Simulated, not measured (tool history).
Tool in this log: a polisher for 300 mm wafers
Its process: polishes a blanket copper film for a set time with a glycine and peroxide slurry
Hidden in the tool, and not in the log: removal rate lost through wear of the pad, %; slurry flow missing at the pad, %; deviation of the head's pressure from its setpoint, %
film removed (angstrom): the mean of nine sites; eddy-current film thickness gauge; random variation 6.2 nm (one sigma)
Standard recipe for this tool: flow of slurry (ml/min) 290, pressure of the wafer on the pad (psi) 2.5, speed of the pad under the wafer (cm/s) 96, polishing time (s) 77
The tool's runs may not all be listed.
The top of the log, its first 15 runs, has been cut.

run	hour	flow of slurry (ml/min)	pressure of the wafer on the pad (psi)	speed of the pad under the wafer (cm/s)	polishing time (s)	wafers since the last listed run	wafers polished on this pad	hours since the slurry nozzle was cleaned	hours since the head pressure was calibrated	incoming thickness of the incoming film, nm	film removed (angstrom)
16	1093.4	290	3.3	96	77	645	951	73.3	945.1	1783.9	5254
# hour 1139.4: head pressure recalibrated
17	1161.0	290	2.5	96	77	647	1599	140.9	21.6	1750.5	4224
18	1206.0	240	1.9	96	77	444	2043	185.9	66.6	1740.7	3427
19	1265.8	290	2.5	96	66	590	2633	245.7	126.4	1775.8	3587
20	1390.2	290	2.5	130	77	1227	3861	370.1	250.8	1738.7	5406
21	1426.7	290	3.3	120	77	360	4221	406.6	287.3	1749.8	6440
22	1517.3	290	2.5	74	77	894	5115	497.2	377.9	1752.8	3316
23	1561.6	330	1.9	96	54	437	5553	541.5	422.2	1755.0	2397
24	1613.8	205	2.5	96	77	515	6068	593.7	474.4	1752.8	3935
# hour 1662.6: worn pad replaced by a new one
25	1663.1	290	2.9	68	77	447	5	643.0	523.7	1771.4	3785
# hour 1671.0: slurry nozzle cleaned
26	1723.6	205	1.9	84	86	587	592	52.6	584.2	1754.0	3414
27	1796.6	290	2.5	96	77	720	1312	125.6	657.2	1737.5	4168
28	1861.4	290	2.5	96	77	639	1952	190.4	722.0	1730.9	4315
29	1944.8	250	2.9	96	86	823	2775	273.8	805.4	1754.8	5251
30	2042.5	345	2.5	122	52	964	3739	371.5	903.1	1755.3	3545
# hour 2084.2: head pressure recalibrated
31	2102.9	210	2.9	84	94	576	4316	431.9	18.7	1740.9	5075
32	2184.6	290	3.3	120	77	806	5122	513.6	100.4	1723.6	6383
33	2272.9	290	2.5	96	55	871	5994	601.9	188.7	1733.4	2851
# hour 2341.9: worn pad replaced by a new one
34	2343.4	290	2.5	96	77	656	14	672.4	259.2	1763.7	4302
# hour 2362.5: slurry nozzle cleaned
35	2414.0	290	2.5	96	85	686	701	51.5	329.8	1727.4	4805
36	2486.3	290	2.5	96	56	713	1415	123.8	402.1	1717.1	3096

Forecast each of these 5 alternatives for the next run:
A	2486.8	290	2.5	96	77	4	1420	124.3	402.6	1785.2	?
B	2486.8	290	2.3	96	77	4	1420	124.3	402.6	1785.2	?
C	2486.8	255	2.5	96	64	4	1420	124.3	402.6	1785.2	?
D	2486.8	325	2.5	120	77	4	1420	124.3	402.6	1785.2	?
E	2486.8	335	3.2	96	77	4	1420	124.3	402.6	1785.2	?

run	film removed (angstrom)
A	4309
B	4033
C	3539
D	5206
E	5341
Take away the tool's hidden state, keep each run's random variation, and the runs would have read:
run	film removed (angstrom)
A	4345
B	4066
C	3568
D	5248
E	5385
